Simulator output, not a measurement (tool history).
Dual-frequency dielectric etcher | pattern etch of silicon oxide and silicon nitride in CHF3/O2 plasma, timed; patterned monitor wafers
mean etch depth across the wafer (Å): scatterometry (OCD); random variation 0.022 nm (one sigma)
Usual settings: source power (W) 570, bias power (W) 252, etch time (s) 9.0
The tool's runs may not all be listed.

| run | day | source power (W) | bias power (W) | etch time (s) | read-back reference wafer on the same gauge, depth_nm | mean etch depth across the wafer (Å) |
|---|---|---|---|---|---|---|
| 1 | 0.000 | 570 | 223 | 10.0 | 15.20 | 152.7 |
| 2 | 1.579 | 570 | 223 | 10.0 | 15.20 | 152.6 |
|  | 2.767 | upper electrode replaced |
| 3 | 2.788 | 570 | 223 | 10.0 | 15.20 | 152.1 |
| 4 | 2.800 | 570 | 252 | 9.0 | 15.20 | 143.7 |
| 5 | 3.000 | 570 | 252 | 9.0 | 15.20 | 143.0 |
| 6 | 3.479 | 610 | 252 | 10.5 | 15.19 | 172.4 |
| 7 | 3.838 | 610 | 252 | 10.5 | 15.20 | 173.4 |
|  | 4.421 | bias power generator calibrated |
| 8 | 4.442 | 610 | 231 | 8.0 | 15.20 | 127.8 |
| 9 | 4.779 | 680 | 252 | 10.5 | 15.21 | 182.3 |
| 10 | 5.046 | 520 | 205 | 11.0 | 15.20 | 154.7 |
| 11 | 5.508 | 570 | 252 | 9.0 | 15.19 | 142.8 |
| 12 | 5.954 | 570 | 252 | 9.0 | 15.21 | 143.0 |
| 13 | 6.517 | 470 | 252 | 9.0 | 15.20 | 129.1 |
| 14 | 6.792 | 570 | 289 | 9.0 | 15.20 | 150.0 |
|  | 7.179 | gauge calibrated |
| 15 | 7.875 | 670 | 276 | 8.0 | 15.20 | 142.6 |
|  | 9.408 | wet clean of the chamber |
| 16 | 9.429 | 480 | 292 | 10.0 | 15.20 | 154.7 |
| 17 | 9.446 | 640 | 191 | 6.5 | 15.20 | 100.6 |
| 18 | 9.796 | 570 | 252 | 9.0 | 15.20 | 144.3 |
| 19 | 10.446 | 460 | 298 | 7.0 | 15.21 | 106.4 |
| 20 | 10.942 | 570 | 202 | 7.0 | 15.19 | 103.9 |
| 21 | 11.333 | 530 | 252 | 9.0 | 15.21 | 139.3 |
| 22 | 11.592 | 630 | 276 | 9.0 | 15.21 | 156.6 |
| 23 | 11.954 | 700 | 192 | 7.5 | 15.20 | 121.2 |
| 24 | 12.567 | 440 | 233 | 7.0 | 15.19 | 94.7 |
| 25 | 13.108 | 620 | 269 | 9.0 | 15.20 | 154.5 |
| 26 | 13.708 | 460 | 217 | 11.5 | 15.20 | 155.4 |
| 27 | 14.233 | 690 | 282 | 11.5 | 15.21 | 210.9 |
| 28 | 14.975 | 570 | 252 | 9.0 | 15.20 | 144.0 |
| 29 | 15.304 | 570 | 269 | 9.0 | 15.19 | 147.7 |

Forecast each of these 5 alternatives for the next run:
| A | 15.321 | 570 | 252 | 9.0 | ? | ? |
| B | 15.321 | 690 | 200 | 9.0 | ? | ? |
| C | 15.321 | 570 | 283 | 11.0 | ? | ? |
| D | 15.321 | 510 | 252 | 9.0 | ? | ? |
| E | 15.321 | 460 | 252 | 6.5 | ? | ? |

| run | read-back reference wafer on the same gauge, depth_nm | mean etch depth across the wafer (Å) |
|---|---|---|
| A | 15.20 | 144.2 |
| B | 15.20 | 146.4 |
| C | 15.20 | 183.8 |
| D | 15.20 | 136.0 |
| E | 15.20 | 92.8 |
Without the tool's hidden state the same runs would have given:
| run | mean etch depth across the wafer (Å) |
|---|---|
| A | 144.8 |
| B | 147.1 |
| C | 184.7 |
| D | 136.6 |
| E | 93.2 |
